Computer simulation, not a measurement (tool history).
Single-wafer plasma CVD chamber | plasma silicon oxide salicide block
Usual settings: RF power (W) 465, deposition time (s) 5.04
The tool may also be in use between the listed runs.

run   hour  RF power (W)  deposition time (s)  read-back reference wafer on the same gauge, thickness_nm  mean film thickness on the monitor wafer (Å)
  1    0.0           465                 5.04                                                     50.103                                        488.50
  2   15.7           465                 5.04                                                     50.099                                        486.91
  3   43.4           465                 5.04                                                     50.091                                        486.80
  4   62.4           465                 5.04                                                     50.094                                        488.06
  5  106.8           465                 5.04                                                     50.103                                        486.83
  6  121.5           465                 5.78                                                     50.110                                        559.59
  7  142.6           465                 5.78                                                     50.115                                        558.43
  8  167.6           465                 4.41                                                     50.101                                        426.36
  9  181.0           465                 4.41                                                     50.100                                        426.17
 10  197.3           465                 5.46                                                     50.095                                        528.08
     208.3  -- gauge calibrated
 11  224.7           465                 5.46                                                     50.101                                        527.92
 12  250.4           465                 5.46                                                     50.082                                        527.46
 13  284.8           535                 5.83                                                     50.092                                        587.91
 14  315.4           400                 5.04                                                     50.092                                        463.83
     339.5  -- showerhead replaced
 15  343.7           545                 4.27                                                     50.112                                        430.84
 16  368.2           380                 5.04                                                     50.095                                        456.34
     394.0  -- RF generator calibrated
 17  394.5           400                 5.04                                                     50.103                                        478.01
 18  421.4           395                 4.30                                                     50.119                                        405.65
 19  457.3           510                 5.42                                                     50.101                                        554.47
 20  472.2           525                 4.72                                                     50.109                                        486.85
 21  495.5           390                 4.58                                                     50.097                                        430.97
 22  514.7           375                 4.54                                                     50.099                                        422.27
 23  544.6           465                 5.04                                                     50.091                                        500.17
 24  560.7           465                 5.46                                                     50.105                                        541.21
 25  580.5           540                 5.81                                                     50.096                                        602.97

5 ways to go on from here, each from the tool as it stands after run 25. What would each give?
  A  580.9           465                 5.04                                                          ?                                             ?
  B  580.9           515                 5.76                                                          ?                                             ?
  C  580.9           545                 5.04                                                          ?                                             ?
  D  580.9           385                 5.94                                                          ?                                             ?
  E  580.9           530                 4.55                                                          ?                                             ?

run  read-back reference wafer on the same gauge, thickness_nm  mean film thickness on the monitor wafer (Å)
  A                                                     50.087                                        499.43
  B                                                     50.087                                        588.97
  C                                                     50.087                                        524.37
  D                                                     50.087                                        555.32
  E                                                     50.087                                        469.36
Without the tool's hidden state the same runs would have given:
run  mean film thickness on the monitor wafer (Å)
  A                                        501.18
  B                                        591.03
  C                                        526.21
  D                                        557.26
  E                                        471.00
